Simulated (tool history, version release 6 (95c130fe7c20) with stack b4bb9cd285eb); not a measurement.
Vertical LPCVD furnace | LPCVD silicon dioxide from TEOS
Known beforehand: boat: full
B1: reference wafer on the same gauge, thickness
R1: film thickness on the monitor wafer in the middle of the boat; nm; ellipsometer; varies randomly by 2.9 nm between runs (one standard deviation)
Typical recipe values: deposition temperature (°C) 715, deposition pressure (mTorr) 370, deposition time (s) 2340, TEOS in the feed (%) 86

Run 1, hour 0: usual settings but deposition temperature (°C) 707; B1 514.74. Result: R1 458.27 nm.
Run 2, hour 78.4: usual settings; B1 515.75. Result: R1 547.85 nm.
Run 3, hour 142.1: usual settings but deposition pressure (mTorr) 390; B1 516.09. Result: R1 562.64 nm.
Run 4, hour 191.2: usual settings but deposition pressure (mTorr) 390; B1 515.83. Result: R1 562.12 nm.
Run 5, hour 256.2: usual settings but deposition pressure (mTorr) 390; B1 515.78. Result: R1 564.37 nm.
Run 6, hour 360.6: usual settings; B1 515.41. Result: R1 541.78 nm.
Run 7, hour 439.3: usual settings; B1 515.89. Result: R1 549.73 nm.
Run 8, hour 479.4: usual settings; B1 516.58. Result: R1 550.5 nm.
At hour 578.1: thermocouples replaced and temperature profile calibrated.
Run 9, hour 578.6: usual settings; B1 515.85. Result: R1 565.33 nm.
Run 10, hour 659.7: usual settings but deposition pressure (mTorr) 345, deposition time (s) 1950; B1 516.17. Result: R1 457.79 nm.
Run 11, hour 751.9: usual settings; B1 517.08. Result: R1 571.93 nm.
Run 12, hour 825.7: usual settings; B1 515.56. Result: R1 572.65 nm.
At hour 932.4: pressure gauge zeroed.
Run 13, hour 969.5: usual settings; B1 516.76. Result: R1 577.02 nm.
Run 14, hour 1043.5: usual settings but deposition pressure (mTorr) 415, deposition time (s) 1920; B1 515.78. Result: R1 498.05 nm.
At hour 1071.3: gauge calibrated.
At hour 1078: thermocouples replaced and temperature profile calibrated, repeated, since the last time left the tool worse.
At hour 1082.8: TEOS flow controller replaced.
Run 15, hour 1090.9: usual settings; B1 517.45. Result: R1 524.81 nm.
Run 16, hour 1164.5: usual settings; B1 516.74. Result: R1 526.46 nm.
Run 17, hour 1216: usual settings; B1 515.07. Result: R1 525.89 nm.
Run 18, hour 1292.8: usual settings but deposition temperature (°C) 712, deposition pressure (mTorr) 310; B1 516.18. Result: R1 447.92 nm.
Run 19, hour 1359: usual settings but deposition temperature (°C) 719, TEOS in the feed (%) 80; B1 515.9. Result: R1 557.82 nm.
Run 20, hour 1444.6: usual settings but deposition pressure (mTorr) 345, deposition time (s) 2580, TEOS in the feed (%) 80; B1 516.36. Result: R1 544.02 nm.
Run 21, hour 1527.3: usual settings but deposition temperature (°C) 707, deposition time (s) 1800, TEOS in the feed (%) 70; B1 516.27. Result: R1 307.66 nm.
Run 22, hour 1603.1: usual settings but deposition time (s) 2820; B1 515.32. Result: R1 648.24 nm.
Run 23, hour 1684.4: usual settings but deposition pressure (mTorr) 315, deposition time (s) 1830, TEOS in the feed (%) 76; B1 516.23. Result: R1 358.78 nm.
Run 24, hour 1784.4: usual settings but deposition temperature (°C) 725, deposition pressure (mTorr) 320, deposition time (s) 2940, TEOS in the feed (%) 97; B1 516.13. Result: R1 828.94 nm.
Run 25, hour 1856.3: usual settings; B1 515.37. Result: R1 536.29 nm.
Run 26, hour 1905.6: usual settings but deposition temperature (°C) 711, deposition pressure (mTorr) 405; B1 515.09. Result: R1 518.44 nm.
Run 27, hour 1952.8: usual settings but deposition temperature (°C) 705; B1 515.69. Result: R1 426.98 nm.
Run 28, hour 2057.2: usual settings; B1 516.76. Result: R1 532.52 nm.
Run 29, hour 2102.5: usual settings but deposition pressure (mTorr) 345, deposition time (s) 2580, TEOS in the feed (%) 80; B1 516.04. Result: R1 551.33 nm.
Run 30, hour 2167.9: usual settings; B1 515.85. Result: R1 539 nm.
Run 31, hour 2225.5: usual settings but deposition pressure (mTorr) 280, TEOS in the feed (%) 97; B1 516.01. Result: R1 499.52 nm.

List, for all runs, the conditions of the tool that the log does not record:
true pressure minus gauge reading, mTorr: 0 at every run
deviation of the TEOS flow from its setpoint, %: 0 at every run
gauge reads high (%): 0 at every run
H1: true tube temperature minus thermocouple reading, K
run     H1
  1    2.2
  2   2.21
  3   2.22
  4   2.23
  5   2.24
  6   2.25
  7   2.26
  8   2.26
  9   3.63
 10   3.78
 11   3.95
 12   4.07
 13   4.29
 14   4.39
 15  0.163
 16  0.304
 17  0.397
 18  0.529
 19  0.635
 20  0.763
 21  0.878
 22  0.976
 23   1.07
 24   1.19
 25   1.26
 26   1.31
 27   1.35
 28   1.44
 29   1.48
 30   1.53
 31   1.57

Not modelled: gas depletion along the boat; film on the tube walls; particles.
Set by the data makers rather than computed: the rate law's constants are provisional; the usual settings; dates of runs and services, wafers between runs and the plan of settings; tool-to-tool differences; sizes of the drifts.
